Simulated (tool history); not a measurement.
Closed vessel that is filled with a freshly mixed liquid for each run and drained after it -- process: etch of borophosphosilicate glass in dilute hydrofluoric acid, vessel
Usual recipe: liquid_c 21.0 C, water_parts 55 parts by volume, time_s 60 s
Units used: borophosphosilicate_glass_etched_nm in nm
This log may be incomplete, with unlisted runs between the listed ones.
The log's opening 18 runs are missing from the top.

run,hour,liquid_c,water_parts,time_s,"read-back film thickness of the borophosphosilicate glass reference wafer, read on the same gauge (nm)",borophosphosilicate_glass_etched_nm
19,449.4,21.0,30,35,100.01,60.27
20,472.6,21.0,45,50,100.00,56.16
21,485.3,18.5,55,90,99.99,73.29
22,502.6,21.0,55,30,100.00,27.20
23,537.4,23.0,45,60,100.01,73.59
24,571.9,21.0,85,35,100.01,20.15
25,589.5,21.0,35,60,100.03,87.56
26,641.1,25.0,70,90,100.00,74.88
27,669.8,24.5,55,45,99.99,48.00
28,703.3,18.0,45,30,99.99,29.31
29,736.0,21.0,55,60,99.98,54.21
30,755.8,25.0,80,60,100.00,43.31
31,823.0,21.0,55,60,100.01,54.10
32,895.1,21.0,55,60,100.02,54.93

Predict each of these 4 candidate next runs independently; none follows another, all start after run 32:
A,895.8,21.0,55,60,?,?
B,895.8,21.0,65,60,?,?
C,895.8,21.0,35,40,?,?
D,895.8,23.0,40,60,?,?

run,"read-back film thickness of the borophosphosilicate glass reference wafer, read on the same gauge (nm)",borophosphosilicate_glass_etched_nm
A,99.99,54.47
B,99.99,45.55
C,99.99,58.42
D,99.99,82.97
Without the tool's unlogged condition, the same runs would have read:
run,borophosphosilicate_glass_etched_nm
A,54.44
B,45.51
C,58.46
D,82.95
